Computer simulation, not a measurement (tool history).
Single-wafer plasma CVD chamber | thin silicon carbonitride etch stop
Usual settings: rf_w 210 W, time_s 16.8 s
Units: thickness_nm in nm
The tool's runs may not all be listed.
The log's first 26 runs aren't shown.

run,day,rf_w,time_s,wafers since the last listed run,hours since the last thermocouple change,hours since the last RF generator calibration,hours since the showerhead was replaced,hours since the gauge calibration,"read-back reference wafer on the same gauge, thickness_nm",thickness_nm
# day 100.729: showerhead replaced
27,101.962,190,16.8,2053,1298.7,563.6,29.6,1428.9,8.508,9.64
28,105.192,210,16.8,1696,1376.2,641.1,107.1,1506.4,8.513,9.837
29,106.917,250,18.3,906,1417.6,682.5,148.5,1547.8,8.514,11.217
30,111.225,210,16.8,2263,1521,785.9,251.9,1651.2,8.506,9.828
31,114.85,225,18.1,1904,1608,872.9,338.9,1738.2,8.511,10.761
# day 115.858: thermocouple changed; heater temperature recalibrated
# day 117.367: RF generator calibrated
32,124.192,195,15.7,4557,200,163.8,563.1,1962.4,8.512,9.073
33,126.417,190,14.3,1168,253.4,217.2,616.5,2015.8,8.508,8.247
34,129.9,170,19.5,1829,337,300.8,700.1,2099.4,8.511,10.937
35,133.358,210,16.8,1816,420,383.8,783.1,2182.4,8.513,9.863
36,135.917,210,16.8,1343,481.4,445.2,844.5,2243.8,8.508,9.891

3 ways to go on from here, each from the tool as it stands after run 36. What would each give?
A,135.933,245,16.8,8,481.8,445.6,844.9,2244.2,?,?
B,135.933,185,15.8,8,481.8,445.6,844.9,2244.2,?,?
C,135.933,240,18.5,8,481.8,445.6,844.9,2244.2,?,?

run,"read-back reference wafer on the same gauge, thickness_nm",thickness_nm
A,8.508,10.27
B,8.508,9.014
C,8.508,11.251
Without the tool's hidden state the same runs would have given:
run,thickness_nm
A,10.309
B,9.048
C,11.293

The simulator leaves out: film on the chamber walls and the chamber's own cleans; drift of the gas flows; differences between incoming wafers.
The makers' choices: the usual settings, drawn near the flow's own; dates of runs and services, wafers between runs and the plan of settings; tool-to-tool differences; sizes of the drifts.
